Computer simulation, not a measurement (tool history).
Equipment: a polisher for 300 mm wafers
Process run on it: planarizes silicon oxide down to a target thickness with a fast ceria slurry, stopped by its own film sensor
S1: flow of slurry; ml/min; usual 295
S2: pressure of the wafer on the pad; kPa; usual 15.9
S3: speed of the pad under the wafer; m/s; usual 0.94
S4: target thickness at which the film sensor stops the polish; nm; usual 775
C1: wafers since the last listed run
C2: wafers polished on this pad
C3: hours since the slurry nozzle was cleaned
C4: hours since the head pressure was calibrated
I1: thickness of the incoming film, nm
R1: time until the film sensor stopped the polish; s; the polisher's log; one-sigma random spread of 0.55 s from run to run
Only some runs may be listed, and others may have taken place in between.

run 1 day=0.000 | S1=295 S2=15.9 S3=0.94 S4=775 | C1=0 C2=757 C3=431.0 C4=255.9 | I1=1582.9 | R1=66.1
-- day=3.167 worn pad replaced by a new one
run 2 day=3.188 | S1=295 S2=15.9 S3=0.94 S4=775 | C1=946 C2=7 C3=507.5 C4=332.4 | I1=1619.5 | R1=68.9
run 3 day=4.271 | S1=295 S2=15.9 S3=0.94 S4=775 | C1=339 C2=346 C3=533.5 C4=358.4 | I1=1610.3 | R1=68.6
run 4 day=5.596 | S1=295 S2=15.9 S3=0.94 S4=775 | C1=415 C2=761 C3=565.3 C4=390.2 | I1=1616.0 | R1=70.1
run 5 day=6.196 | S1=295 S2=15.9 S3=0.94 S4=775 | C1=187 C2=949 C3=579.7 C4=404.6 | I1=1633.5 | R1=70.1
-- day=7.725 worn pad replaced by a new one
run 6 day=7.746 | S1=295 S2=20.0 S3=0.94 S4=775 | C1=433 C2=6 C3=616.9 C4=441.8 | I1=1580.3 | R1=53.0
run 7 day=8.496 | S1=295 S2=20.0 S3=0.94 S4=775 | C1=234 C2=241 C3=634.9 C4=459.8 | I1=1596.2 | R1=54.3
-- day=9.162 slurry nozzle cleaned
run 8 day=9.183 | S1=295 S2=15.9 S3=1.04 S4=775 | C1=202 C2=444 C3=0.5 C4=476.3 | I1=1616.0 | R1=58.1
run 9 day=9.733 | S1=295 S2=15.9 S3=0.94 S4=775 | C1=172 C2=616 C3=13.7 C4=489.5 | I1=1585.8 | R1=63.0
run 10 day=11.133 | S1=295 S2=15.9 S3=0.94 S4=775 | C1=438 C2=1054 C3=47.3 C4=523.1 | I1=1605.7 | R1=63.5
run 11 day=11.829 | S1=370 S2=15.9 S3=0.94 S4=775 | C1=217 C2=1272 C3=64.0 C4=539.8 | I1=1628.6 | R1=64.6
-- day=12.583 worn pad replaced by a new one
run 12 day=12.817 | S1=295 S2=15.9 S3=0.84 S4=775 | C1=257 C2=72 C3=87.7 C4=563.5 | I1=1614.9 | R1=72.8
-- day=13.175 head pressure recalibrated
run 13 day=13.812 | S1=295 S2=15.9 S3=0.94 S4=775 | C1=285 C2=358 C3=111.6 C4=15.3 | I1=1628.5 | R1=67.0
run 14 day=15.117 | S1=295 S2=15.9 S3=0.94 S4=775 | C1=408 C2=767 C3=142.9 C4=46.6 | I1=1606.5 | R1=65.3
run 15 day=16.388 | S1=295 S2=18.6 S3=1.12 S4=986 | C1=398 C2=1165 C3=173.4 C4=77.1 | I1=1595.2 | R1=34.0
-- day=16.908 worn pad replaced by a new one
run 16 day=17.404 | S1=295 S2=15.9 S3=0.94 S4=935 | C1=266 C2=155 C3=197.8 C4=101.5 | I1=1607.5 | R1=52.5
run 17 day=18.783 | S1=295 S2=15.9 S3=1.18 S4=775 | C1=432 C2=587 C3=230.9 C4=134.6 | I1=1625.8 | R1=53.5
run 18 day=19.917 | S1=195 S2=18.6 S3=0.80 S4=775 | C1=355 C2=942 C3=258.1 C4=161.8 | I1=1594.6 | R1=69.2
run 19 day=21.300 | S1=295 S2=15.9 S3=0.64 S4=775 | C1=433 C2=1375 C3=291.3 C4=195.0 | I1=1626.2 | R1=98.1
-- day=21.596 worn pad replaced by a new one
run 20 day=22.292 | S1=200 S2=17.9 S3=0.94 S4=621 | C1=258 C2=217 C3=315.1 C4=218.8 | I1=1608.9 | R1=75.2
run 21 day=25.404 | S1=295 S2=15.9 S3=0.94 S4=1063 | C1=974 C2=1192 C3=389.8 C4=293.5 | I1=1611.9 | R1=43.5

Predict each of these 5 candidate next runs independently; none follows another, all start after run 21:
run A day=25.421 | S1=295 S2=18.6 S3=0.94 S4=775 | C1=5 C2=1198 C3=390.2 C4=293.9 | I1=1593.4 | R1=?
run B day=25.421 | S1=245 S2=20.7 S3=0.64 S4=775 | C1=5 C2=1198 C3=390.2 C4=293.9 | I1=1593.4 | R1=?
run C day=25.421 | S1=325 S2=15.9 S3=0.78 S4=775 | C1=5 C2=1198 C3=390.2 C4=293.9 | I1=1593.4 | R1=?
run D day=25.421 | S1=250 S2=15.9 S3=0.94 S4=775 | C1=5 C2=1198 C3=390.2 C4=293.9 | I1=1593.4 | R1=?
run E day=25.421 | S1=295 S2=11.7 S3=0.68 S4=624 | C1=5 C2=1198 C3=390.2 C4=293.9 | I1=1593.4 | R1=?

run=A R1=55.7
run=B R1=75.9
run=C R1=77.7
run=D R1=67.2
run=E R1=144.9
With no hidden state in the tool, these same runs would have given:
run=A R1=53.2
run=B R1=71.8
run=C R1=74.6
run=D R1=63.6
run=E R1=138.3
